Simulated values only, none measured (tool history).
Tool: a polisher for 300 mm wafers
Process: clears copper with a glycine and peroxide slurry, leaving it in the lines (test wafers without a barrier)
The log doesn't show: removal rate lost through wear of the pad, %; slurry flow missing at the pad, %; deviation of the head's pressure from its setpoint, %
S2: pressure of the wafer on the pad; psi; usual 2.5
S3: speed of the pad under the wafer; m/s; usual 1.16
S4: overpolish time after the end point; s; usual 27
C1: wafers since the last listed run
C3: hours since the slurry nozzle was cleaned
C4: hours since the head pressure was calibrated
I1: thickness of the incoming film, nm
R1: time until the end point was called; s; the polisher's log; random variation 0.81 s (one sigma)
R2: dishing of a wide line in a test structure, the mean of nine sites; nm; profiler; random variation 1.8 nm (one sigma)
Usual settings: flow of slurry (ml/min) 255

Run 1, hour 0.0: usual settings but S2 2.1 psi, S4 19 s; C1 0; wafers polished on this pad 1441; C3 403.0; C4 206.0; I1 458.8. Result: R1 81.6 s, R2 64.5 nm.
At hour 46.5: slurry nozzle cleaned.
Run 2, hour 78.6: usual settings but S2 2.1 psi, S4 19 s; C1 627; wafers polished on this pad 2069; C3 32.1; C4 284.6; I1 463.9. Result: R1 81.6 s, R2 65.9 nm.
At hour 169.7: worn pad replaced by a new one.
At hour 188.7: head pressure recalibrated.
Run 3, hour 364.7: usual settings but S2 2.1 psi, S4 19 s; C1 2264; wafers polished on this pad 1560; C3 318.2; C4 176.0; I1 462.6. Result: R1 80.9 s, R2 64.2 nm.
Run 4, hour 407.4: usual settings; C1 345; wafers polished on this pad 1905; C3 360.9; C4 218.7; I1 463.5. Result: R1 73.2 s, R2 85.8 nm.
At hour 463.0: slurry nozzle cleaned.
Run 5, hour 477.7: usual settings; C1 560; wafers polished on this pad 2465; C3 14.7; C4 289.0; I1 462.2. Result: R1 74.2 s, R2 87.0 nm.
Run 6, hour 537.5: usual settings; C1 483; wafers polished on this pad 2949; C3 74.5; C4 348.8; I1 464.0. Result: R1 73.6 s, R2 88.7 nm.
At hour 566.7: head pressure recalibrated.
Run 7, hour 601.6: usual settings; C1 502; wafers polished on this pad 3451; C3 138.6; C4 34.9; I1 461.1. Result: R1 71.9 s, R2 88.8 nm.
At hour 607.0: worn pad replaced by a new one.
Run 8, hour 656.3: usual settings; C1 409; wafers polished on this pad 398; C3 193.3; C4 89.6; I1 458.5. Result: R1 69.4 s, R2 88.8 nm.
Run 9, hour 712.7: usual settings; C1 455; wafers polished on this pad 854; C3 249.7; C4 146.0; I1 461.6. Result: R1 70.2 s, R2 88.6 nm.
Run 10, hour 817.2: usual settings but S3 1.46 m/s; C1 844; wafers polished on this pad 1699; C3 354.2; C4 250.5; I1 464.6. Result: R1 57.8 s, R2 96.5 nm.
At hour 882.0: slurry nozzle cleaned.
Run 11, hour 882.7: usual settings but S4 16 s; C1 521; wafers polished on this pad 2221; C3 0.7; C4 316.0; I1 459.9. Result: R1 71.8 s, R2 62.8 nm.
At hour 953.3: head pressure recalibrated.
Run 12, hour 974.0: usual settings but S4 16 s; C1 721; wafers polished on this pad 2942; C3 92.0; C4 20.7; I1 462.1. Result: R1 71.8 s, R2 64.2 nm.
At hour 1010.7: worn pad replaced by a new one.
Run 13, hour 1046.0: usual settings but S3 1.36 m/s; C1 549; wafers polished on this pad 285; C3 164.0; C4 92.7; I1 462.2. Result: R1 59.4 s, R2 99.0 nm.
Run 14, hour 1135.5: usual settings; C1 723; wafers polished on this pad 1009; C3 253.5; C4 182.2; I1 464.4. Result: R1 70.8 s, R2 88.8 nm.
Run 15, hour 1243.3: usual settings but flow of slurry (ml/min) 305, S2 2.2 psi, S4 32 s; C1 871; wafers polished on this pad 1880; C3 361.3; C4 290.0; I1 461.3. Result: R1 77.2 s, R2 89.4 nm.
At hour 1257.0: slurry nozzle cleaned.
At hour 1301.5: head pressure recalibrated.
Run 16, hour 1342.7: usual settings but flow of slurry (ml/min) 320, S3 0.98 m/s; C1 779; wafers polished on this pad 2660; C3 85.7; C4 41.2; I1 462.0. Result: R1 81.0 s, R2 82.8 nm.
At hour 1374.4: worn pad replaced by a new one, of another model than before.
Run 17, hour 1406.3: usual settings but S3 1.46 m/s, S4 32 s; C1 481; wafers polished on this pad 257; C3 149.3; C4 104.8; I1 467.9. Result: R1 61.7 s, R2 99.9 nm.
Run 18, hour 1502.7: usual settings; C1 779; wafers polished on this pad 1037; C3 245.7; C4 201.2; I1 466.9. Result: R1 72.8 s, R2 89.7 nm.
Run 19, hour 1539.9: usual settings but S3 0.96 m/s, S4 14 s; C1 300; wafers polished on this pad 1337; C3 282.9; C4 238.4; I1 463.3. Result: R1 78.9 s, R2 52.7 nm.
Run 20, hour 1606.2: usual settings but S3 1.04 m/s, S4 22 s; C1 536; wafers polished on this pad 1873; C3 349.2; C4 304.7; I1 464.8. Result: R1 76.1 s, R2 74.4 nm.
Run 21, hour 1699.6: usual settings but S2 1.8 psi, S4 19 s; C1 755; wafers polished on this pad 2628; C3 442.6; C4 398.1; I1 468.3. Result: R1 87.9 s, R2 59.9 nm.
At hour 1718.6: slurry nozzle cleaned.
At hour 1754.2: head pressure recalibrated.
At hour 1760.6: worn pad replaced by a new one.
Run 22, hour 1762.0: usual settings but S2 3.2 psi, S4 37 s; C1 447; wafers polished on this pad 11; C3 43.4; C4 7.8; I1 457.8. Result: R1 58.1 s, R2 115.4 nm.
Run 23, hour 1840.7: usual settings but flow of slurry (ml/min) 320, S2 2.8 psi, S4 38 s; C1 636; wafers polished on this pad 647; C3 122.1; C4 86.5; I1 466.7. Result: R1 65.9 s, R2 110.2 nm.
Run 24, hour 1915.2: usual settings but flow of slurry (ml/min) 175, S2 2.3 psi, S3 1.48 m/s, S4 42 s; C1 602; wafers polished on this pad 1250; C3 196.6; C4 161.0; I1 462.0. Result: R1 66.0 s, R2 110.7 nm.
Run 25, hour 2009.9: usual settings; C1 765; wafers polished on this pad 2015; C3 291.3; C4 255.7; I1 462.0. Result: R1 71.5 s, R2 84.9 nm.

3 ways to go on from here, each from the tool as it stands after run 25. What would each give?
Run A, hour 2010.4: usual settings; C1 4; wafers polished on this pad 2019; C3 291.8; C4 256.2; I1 469.6. Result: R1 ?, R2 ?.
Run B, hour 2010.4: usual settings but flow of slurry (ml/min) 180, S2 1.9 psi, S3 0.90 m/s, S4 15 s; C1 4; wafers polished on this pad 2019; C3 291.8; C4 256.2; I1 469.6. Result: R1 ?, R2 ?.
Run C, hour 2010.4: usual settings but S2 2.9 psi, S3 1.02 m/s, S4 37 s; C1 4; wafers polished on this pad 2019; C3 291.8; C4 256.2; I1 469.6. Result: R1 ?, R2 ?.

run     R1     R2
  A   74.4   89.2
  B  101.0   46.8
  C   72.7  109.3
Without the tool's hidden state the same runs would have given:
run    R1     R2
  A  70.0   92.4
  B  95.0   49.1
  C  68.3  112.5
